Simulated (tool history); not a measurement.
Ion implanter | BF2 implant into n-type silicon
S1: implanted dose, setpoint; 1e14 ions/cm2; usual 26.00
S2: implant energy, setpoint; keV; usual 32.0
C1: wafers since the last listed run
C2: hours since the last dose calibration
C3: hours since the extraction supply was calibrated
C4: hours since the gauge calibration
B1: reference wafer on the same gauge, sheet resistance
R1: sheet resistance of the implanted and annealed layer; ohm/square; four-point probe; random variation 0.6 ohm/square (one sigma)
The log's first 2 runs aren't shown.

run	hour	S1	S2	C1	C2	C3	C4	B1	R1
3	115.3	26.00	37.0	1024	529.8	1519.8	1343.2	179.95	142.37
4	154.2	26.00	37.0	655	568.7	1558.7	1382.1	179.70	142.95
5	198.2	26.00	37.0	741	612.7	1602.7	1426.1	180.13	142.29
6	236.1	26.00	32.0	638	650.6	1640.6	1464.0	180.08	155.77
7	302.6	26.00	32.0	1120	717.1	1707.1	1530.5	180.07	155.17
8	358.2	26.00	32.0	936	772.7	1762.7	1586.1	179.96	155.56
9	559.0	28.30	32.0	3383	973.5	1963.5	1786.9	179.99	153.37
10	606.8	28.30	32.0	805	1021.3	2011.3	1834.7	179.75	152.52
11	669.2	28.30	32.0	1051	1083.7	2073.7	1897.1	180.00	153.91
# hour 694.0: Faraday cup replaced and dose calibrated
12	733.9	26.00	32.0	955	39.9	2138.4	1961.8	179.74	155.13
# hour 762.8: extraction supply calibrated
13	781.6	20.28	39.0	668	87.6	18.8	2009.5	180.12	139.34
14	882.9	26.00	32.0	1706	188.9	120.1	2110.8	180.12	152.39
15	926.6	26.00	32.0	736	232.6	163.8	2154.5	179.84	153.83
16	962.9	26.00	32.0	611	268.9	200.1	2190.8	179.92	153.33
17	1010.5	32.87	32.0	802	316.5	247.7	2238.4	180.21	150.07
18	1073.5	31.50	28.0	1061	379.5	310.7	2301.4	180.46	162.77
19	1142.6	26.00	32.0	1164	448.6	379.8	2370.5	179.63	153.41
20	1178.6	20.85	40.0	606	484.6	415.8	2406.5	180.03	138.88
21	1213.6	26.00	32.0	589	519.6	450.8	2441.5	180.33	153.23

Run 22 comes next. What will it give?
22	1278.7	19.50	41.5	1096	584.7	515.9	2506.6	?	?

Run 22 gave B1 179.81, R1 137.69 ohm/square.
Without the tool's hidden state the same run would have given R1 135.70 ohm/square.
